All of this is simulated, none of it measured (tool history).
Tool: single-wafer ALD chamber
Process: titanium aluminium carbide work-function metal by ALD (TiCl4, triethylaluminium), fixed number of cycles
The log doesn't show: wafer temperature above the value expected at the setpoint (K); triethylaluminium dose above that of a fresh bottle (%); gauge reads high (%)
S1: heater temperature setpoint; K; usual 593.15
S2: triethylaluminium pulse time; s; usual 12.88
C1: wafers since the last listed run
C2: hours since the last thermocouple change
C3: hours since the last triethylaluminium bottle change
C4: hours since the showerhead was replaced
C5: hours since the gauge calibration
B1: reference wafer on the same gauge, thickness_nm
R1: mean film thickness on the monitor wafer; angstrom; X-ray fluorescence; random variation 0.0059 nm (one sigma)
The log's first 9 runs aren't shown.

run    hour      S1     S2   C1      C2      C3      C4      C5     B1     R1
 10   874.2  593.15  12.88  720  1628.3  1158.9  5237.6  2922.7  2.829  23.42
      941.2  -- thermocouple changed; heater temperature recalibrated
 11   948.3  588.15  12.88  442     7.1    1233  5311.7  2996.8  2.828  22.75
 12  1039.4  596.15  12.88  610    98.2  1324.1  5402.8  3087.9  2.831  23.53
 13  1101.3  593.15  12.88  414   160.1    1386  5464.7  3149.8  2.828   23.2
     1177.2  -- showerhead replaced
     1198.5  -- triethylaluminium bottle replaced
 14    1199  593.15  12.88  547   257.8     0.5    21.8  3247.5   2.83  23.75
 15  1269.7  593.15  12.88  473   328.5    71.2    92.5  3318.2   2.83  23.71
 16  1318.1  580.15  17.82  324   376.9   119.6   140.9  3366.6  2.831  22.63
 17  1400.7  593.15  12.88  553   459.5   202.2   223.5  3449.2  2.829  23.71
 18    1468  581.15  14.68  450   526.8   269.5   290.8  3516.5  2.827  22.67
 19  1570.7  603.15   7.95  687   629.5   372.2   393.5  3619.2  2.829  21.41
     1584.1  -- gauge calibrated
 20  1663.4  583.15  12.88  620   722.2   464.9   486.2    79.3  2.831  22.61
 21  1771.1  606.15   17.7  721   829.9   572.6   593.9     187  2.831  25.34
 22  1866.7  597.15   9.16  640   925.5   668.2   689.5   282.6  2.829  22.31
 23  1966.3  593.15  12.88  667  1025.1   767.8   789.1   382.2  2.831   23.6
 24  2058.3  585.15  14.96  616  1117.1   859.8   881.1   474.2   2.83     23
 25    2102  593.15  12.88  292  1160.8   903.5   924.8   517.9  2.831  23.54
 26  2209.5  600.15   8.46  720  1268.3    1011  1032.3   625.4  2.832  21.25
 27  2292.8  599.15  16.66  557  1351.6  1094.3  1115.6   708.7   2.83  24.49
 28  2333.6  603.15  10.87  273  1392.4  1135.1  1156.4   749.5  2.832  23.59
 29  2426.1  593.15   8.35  619  1484.9  1227.6  1248.9     842   2.83  20.04
 30  2490.1  597.15   9.29  428  1548.9  1291.6  1312.9     906  2.829  21.44
 31  2529.6  605.15   7.93  264  1588.4  1331.1  1352.4   945.5   2.83  19.98
 32  2589.4  598.15   7.92  400  1648.2  1390.9  1412.2  1005.3   2.83  19.17
     2600.8  -- thermocouple changed; heater temperature recalibrated
 33  2673.1  597.15   8.25  507    72.3  1474.6  1495.9    1089  2.831  19.42

Forecast each of these 4 alternatives for the next run:
  A  2673.5  593.15   8.29   2  72.7  1475  1496.3  1089.4   ?   ?
  B  2673.5  584.15  10.34   2  72.7  1475  1496.3  1089.4   ?   ?
  C  2673.5  582.15  10.25   2  72.7  1475  1496.3  1089.4   ?   ?
  D  2673.5  589.15  10.79   2  72.7  1475  1496.3  1089.4   ?   ?

run     B1     R1
  A  2.829  19.19
  B  2.829  20.87
  C  2.829  20.61
  D  2.829  21.69
Without the tool's hidden state the same runs would have given:
run     R1
  A  21.34
  B  22.15
  C  21.91
  D  22.85

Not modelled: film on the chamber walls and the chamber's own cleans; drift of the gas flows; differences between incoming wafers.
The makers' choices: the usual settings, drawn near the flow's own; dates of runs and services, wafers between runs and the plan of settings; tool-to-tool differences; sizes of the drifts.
